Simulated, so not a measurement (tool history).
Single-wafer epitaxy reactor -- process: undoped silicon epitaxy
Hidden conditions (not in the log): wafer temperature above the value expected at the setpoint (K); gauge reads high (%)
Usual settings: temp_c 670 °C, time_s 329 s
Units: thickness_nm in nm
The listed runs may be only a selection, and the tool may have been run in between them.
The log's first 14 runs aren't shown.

run   hour  temp_c  time_s  wafers since the last listed run  hours since the last pyrometer calibration  hours since the gauge calibration  read-back reference wafer on the same gauge, thickness_nm  thickness_nm
 15  345.8     660     329                                79                                        1560                              480.2                                                     91.028        69.624
 16  378.1     664     363                               115                                      1592.3                              512.5                                                     91.096         82.26
     380.9  -- gauge calibrated
 17  407.6     670     329                               105                                      1621.8                               26.7                                                     91.175        83.511
 18  464.6     657     288                               204                                      1678.8                               83.7                                                     91.079        57.367
 19  496.6     678     308                               114                                      1710.8                              115.7                                                     91.055        90.566
       511  -- pyrometer calibrated
 20  531.1     685     268                                94                                        20.1                              150.2                                                     91.097         90.93
 21  545.7     670     329                                52                                        34.7                              164.8                                                      91.03        85.057
 22  577.3     670     360                               113                                        66.3                              196.4                                                     91.149        93.147
 23  606.6     661     329                               104                                        95.6                              225.7                                                     91.101         72.39
 24  642.5     663     329                               128                                       131.5                              261.6                                                     91.019          74.6
 25  666.1     683     329                                84                                       155.1                              285.2                                                     91.127       108.194
 26  697.5     670     368                               112                                       186.5                              316.6                                                     91.088        95.007
 27  726.9     657     329                               105                                       215.9                                346                                                     91.197        66.673
 28  762.3     676     387                               126                                       251.3                              381.4                                                     91.094       111.739
 29  796.5     670     329                               122                                       285.5                              415.6                                                     91.115        85.188
 30  816.7     663     366                                72                                       305.7                              435.8                                                     91.014        83.249

4 options for the next run, each taken on its own from the tool as it stands now. Forecast them:
  A  817.2     670     329                                 1                                       306.2                              436.3                                                          ?             ?
  B  817.2     679     329                                 1                                       306.2                              436.3                                                          ?             ?
  C  817.2     665     271                                 1                                       306.2                              436.3                                                          ?             ?
  D  817.2     662     283                                 1                                       306.2                              436.3                                                          ?             ?

run  read-back reference wafer on the same gauge, thickness_nm  thickness_nm
  A                                                     91.147        84.692
  B                                                     91.147        99.788
  C                                                     91.147         63.61
  D                                                     91.147        62.821
With the hidden condition removed and each run's random variation left untouched, the same runs would have given:
run  thickness_nm
  A        85.086
  B       100.244
  C        63.909
  D        63.118
